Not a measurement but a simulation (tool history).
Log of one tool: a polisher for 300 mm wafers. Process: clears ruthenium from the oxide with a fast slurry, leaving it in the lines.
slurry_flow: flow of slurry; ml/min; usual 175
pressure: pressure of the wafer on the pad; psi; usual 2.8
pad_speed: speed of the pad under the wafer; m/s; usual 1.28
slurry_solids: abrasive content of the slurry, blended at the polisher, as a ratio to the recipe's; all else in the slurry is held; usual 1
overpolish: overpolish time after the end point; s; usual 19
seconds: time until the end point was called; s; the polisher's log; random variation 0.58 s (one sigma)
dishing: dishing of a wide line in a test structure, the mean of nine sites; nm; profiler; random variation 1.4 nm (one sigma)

| run | hour | slurry_flow | pressure | pad_speed | slurry_solids | overpolish | wafers since the last listed run | wafers polished on this pad | hours since the slurry nozzle was cleaned | hours since the head pressure was calibrated | hours since the slurry blender was calibrated | incoming thickness of the incoming film, nm | seconds | dishing |
|---|---|---|---|---|---|---|---|---|---|---|---|---|---|---|
| 1 | 0 | 175 | 2.8 | 1.28 | 1 | 28 | 0 | 75 | 81.4 | 371.8 | 390.7 | 169.5 | 37.4 | 84.7 |
|  | 59 | slurry blender recalibrated |
| 2 | 63.9 | 175 | 2.8 | 1.28 | 1 | 28 | 495 | 570 | 145.3 | 435.7 | 4.9 | 170.1 | 31.8 | 97.7 |
|  | 69.7 | head pressure recalibrated |
| 3 | 92.9 | 175 | 2.8 | 1.28 | 1 | 28 | 216 | 787 | 174.3 | 23.2 | 33.9 | 170.9 | 33.4 | 98.2 |
|  | 117.1 | worn pad replaced by a new one |
| 4 | 117.9 | 175 | 2.8 | 1.28 | 1 | 19 | 168 | 6 | 199.3 | 48.2 | 58.9 | 168.7 | 32.6 | 72 |
| 5 | 153.3 | 175 | 2.8 | 1.28 | 1 | 19 | 283 | 289 | 234.7 | 83.6 | 94.3 | 166.3 | 32.7 | 68.2 |
| 6 | 183.6 | 175 | 2.8 | 1.28 | 1 | 19 | 242 | 532 | 265 | 113.9 | 124.6 | 171.2 | 35.6 | 66.9 |
| 7 | 206.4 | 175 | 2.8 | 0.96 | 1 | 16 | 182 | 714 | 287.8 | 136.7 | 147.4 | 167.9 | 47.8 | 45.8 |
|  | 269.6 | worn pad replaced by a new one |
| 8 | 291.4 | 175 | 2.8 | 0.96 | 1 | 16 | 648 | 174 | 372.8 | 221.7 | 232.4 | 170.8 | 49.2 | 45.2 |
|  | 306.9 | slurry nozzle cleaned |
| 9 | 320.5 | 175 | 2.8 | 0.96 | 1 | 16 | 225 | 399 | 13.6 | 250.8 | 261.5 | 168.2 | 48.3 | 44.3 |
| 10 | 334.5 | 175 | 2.8 | 1.28 | 1 | 19 | 112 | 511 | 27.6 | 264.8 | 275.5 | 170.3 | 38 | 64.9 |
| 11 | 351.4 | 175 | 2.8 | 1.28 | 1 | 19 | 135 | 646 | 44.5 | 281.7 | 292.4 | 172.2 | 38.4 | 62.1 |
| 12 | 363.9 | 175 | 2.8 | 1.28 | 1 | 19 | 100 | 746 | 57 | 294.2 | 304.9 | 169.9 | 37.6 | 62.6 |
| 13 | 398.7 | 175 | 2.2 | 1.28 | 1.15 | 14 | 278 | 1025 | 91.8 | 329 | 339.7 | 170.3 | 44.6 | 43.4 |
|  | 406.3 | worn pad replaced by a new one |
| 14 | 414.8 | 175 | 2.2 | 1.28 | 1.15 | 14 | 96 | 68 | 107.9 | 345.1 | 355.8 | 170.7 | 45.3 | 43.9 |
|  | 437.3 | slurry blender recalibrated |
| 15 | 437.8 | 120 | 2.8 | 0.9 | 1 | 19 | 168 | 236 | 130.9 | 368.1 | 0.5 | 172.9 | 46.5 | 55.1 |
| 16 | 467.4 | 220 | 2.8 | 1.28 | 0.9 | 12 | 237 | 473 | 160.5 | 397.7 | 30.1 | 171.2 | 33.2 | 50 |
|  | 503.3 | head pressure recalibrated |
| 17 | 510.6 | 135 | 3.6 | 1.28 | 1.15 | 19 | 330 | 803 | 203.7 | 7.3 | 73.3 | 168.7 | 25 | 86.2 |
| 18 | 545.3 | 175 | 2.8 | 1.72 | 1 | 30 | 277 | 1081 | 238.4 | 42 | 108 | 169.3 | 25.7 | 114.7 |
|  | 569.7 | worn pad replaced by a new one |
| 19 | 570.5 | 175 | 3.8 | 1.44 | 0.85 | 10 | 169 | 6 | 263.6 | 67.2 | 133.2 | 168.5 | 25.1 | 52.4 |
| 20 | 591.9 | 175 | 2.8 | 1.28 | 1 | 19 | 171 | 178 | 285 | 88.6 | 154.6 | 167.4 | 34.4 | 65.3 |
| 21 | 612.9 | 225 | 2.8 | 1.28 | 1 | 19 | 168 | 346 | 306 | 109.6 | 175.6 | 171.8 | 35.3 | 67.8 |
| 22 | 645.7 | 150 | 2.8 | 1.28 | 1 | 23 | 262 | 609 | 338.8 | 142.4 | 208.4 | 168.7 | 38.6 | 75.9 |
| 23 | 679.3 | 175 | 2.8 | 1.08 | 1 | 12 | 269 | 878 | 372.4 | 176 | 242 | 170.8 | 43.8 | 38.2 |
|  | 683.8 | slurry nozzle cleaned |
|  | 711.4 | worn pad replaced by a new one |
| 24 | 711.8 | 175 | 2.8 | 1.28 | 1 | 19 | 220 | 2 | 28 | 208.5 | 274.5 | 170.6 | 39.7 | 65.2 |

Forecast each of these 5 alternatives for the next run:
| A | 712.2 | 175 | 2.8 | 1.28 | 0.75 | 19 | 3 | 6 | 28.4 | 208.9 | 274.9 | 171.5 | ? | ? |
| B | 712.2 | 160 | 2.8 | 1.5 | 1 | 19 | 3 | 6 | 28.4 | 208.9 | 274.9 | 171.5 | ? | ? |
| C | 712.2 | 155 | 2.8 | 1.28 | 0.75 | 19 | 3 | 6 | 28.4 | 208.9 | 274.9 | 171.5 | ? | ? |
| D | 712.2 | 175 | 2.8 | 1.46 | 1 | 22 | 3 | 6 | 28.4 | 208.9 | 274.9 | 171.5 | ? | ? |
| E | 712.2 | 175 | 2.2 | 1.28 | 0.9 | 19 | 3 | 6 | 28.4 | 208.9 | 274.9 | 171.5 | ? | ? |

| run | seconds | dishing |
|---|---|---|
| A | 44.3 | 56.1 |
| B | 32.2 | 72.1 |
| C | 45 | 55.4 |
| D | 32.7 | 79.4 |
| E | 50.5 | 50.4 |
Without the tool's hidden state the same runs would have given:
| run | seconds | dishing |
|---|---|---|
| A | 35 | 67.7 |
| B | 26.2 | 83.9 |
| C | 35.5 | 66.9 |
| D | 26.6 | 91.8 |
| E | 40.6 | 60.2 |

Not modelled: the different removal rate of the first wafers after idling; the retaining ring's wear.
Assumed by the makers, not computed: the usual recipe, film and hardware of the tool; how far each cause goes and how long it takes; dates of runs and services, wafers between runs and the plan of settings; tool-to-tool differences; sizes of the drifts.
